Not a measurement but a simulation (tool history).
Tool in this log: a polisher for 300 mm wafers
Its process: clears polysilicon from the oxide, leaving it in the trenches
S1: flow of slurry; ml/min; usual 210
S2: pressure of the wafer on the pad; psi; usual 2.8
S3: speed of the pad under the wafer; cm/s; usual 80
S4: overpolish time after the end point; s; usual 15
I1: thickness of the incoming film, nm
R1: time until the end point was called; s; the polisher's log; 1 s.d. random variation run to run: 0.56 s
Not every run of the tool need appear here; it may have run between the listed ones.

| run | hour | S1 | S2 | S3 | S4 | I1 | R1 |
|---|---|---|---|---|---|---|---|
| 1 | 0 | 210 | 2.8 | 80 | 15 | 423.1 | 40.2 |
| 2 | 7.1 | 210 | 2.8 | 80 | 15 | 422.8 | 39.8 |
| 3 | 16.1 | 210 | 2.8 | 72 | 15 | 416.1 | 46.5 |
| 4 | 27.9 | 210 | 2.8 | 80 | 15 | 417.5 | 40.3 |
| 5 | 41.7 | 210 | 2.8 | 80 | 15 | 420 | 42.7 |
| 6 | 49.1 | 210 | 2.8 | 80 | 15 | 417.9 | 43 |
| 7 | 56.1 | 210 | 2 | 80 | 15 | 421.3 | 61.8 |
| 8 | 64.1 | 210 | 2 | 80 | 15 | 419.5 | 61.5 |
| 9 | 75.3 | 210 | 2 | 80 | 15 | 418.3 | 45.7 |
| 10 | 91.9 | 235 | 3.4 | 80 | 15 | 422.4 | 35.8 |
| 11 | 108.9 | 235 | 3.4 | 80 | 15 | 411.6 | 35.2 |
| 12 | 116.8 | 235 | 3.4 | 80 | 15 | 425.1 | 38.4 |
| 13 | 125.3 | 235 | 2 | 80 | 19 | 412.3 | 47 |
| 14 | 138.5 | 260 | 3.7 | 80 | 11 | 420.7 | 32.8 |
| 15 | 143.2 | 210 | 2.8 | 96 | 15 | 417.4 | 35.7 |
| 16 | 160.6 | 135 | 3.6 | 96 | 15 | 429.3 | 39.9 |
| 17 | 169.8 | 210 | 2.8 | 80 | 12 | 415.8 | 40.7 |
| 18 | 179.2 | 210 | 2.8 | 104 | 12 | 423.5 | 36.6 |
| 19 | 192.2 | 210 | 2.8 | 80 | 15 | 426.1 | 44.5 |
| 20 | 203.9 | 210 | 2.8 | 80 | 9 | 419.5 | 43.9 |
| 21 | 215.1 | 255 | 3.1 | 80 | 15 | 422.9 | 35.9 |
| 22 | 224.7 | 210 | 3.2 | 94 | 15 | 421.1 | 34.8 |
| 23 | 237.7 | 210 | 2.8 | 80 | 15 | 412.4 | 38.7 |
| 24 | 246.9 | 210 | 2 | 80 | 15 | 413.7 | 47.3 |

Removed from this log: 5 entries logged between the listed runs. Between which two listed runs does each belong, and how does the tool's hidden state at the listed run before it compare with that at the listed run after it?
Between runs 8 and 9: worn pad replaced by a new one, of another model than before (hour 69.8)
  removal rate lost through wear of the pad, %: 13 -> 1.21
  measured less the result without the state, R1: +8 -> +0.6 s
Between runs 11 and 12: head pressure recalibrated (hour 111.3)
  removal rate lost through wear of the pad, %: 6.47 -> 7.7
  measured less the result without the state, R1: +2.3 -> +2.9 s
Between runs 13 and 14: worn pad replaced by a new one (hour 138)
  removal rate lost through wear of the pad, %: 9.03 -> 1.83
  measured less the result without the state, R1: +4.2 -> +0.6 s
Between runs 15 and 16: slurry nozzle cleaned (hour 148.2)
  removal rate lost through wear of the pad, %: 2.56 -> 5.29
  measured less the result without the state, R1: +0.9 -> +2.1 s
Between runs 20 and 21: worn pad replaced by a new one (hour 214.3)
  removal rate lost through wear of the pad, %: 12.1 -> 1.19
  measured less the result without the state, R1: +5.3 -> +0.4 s
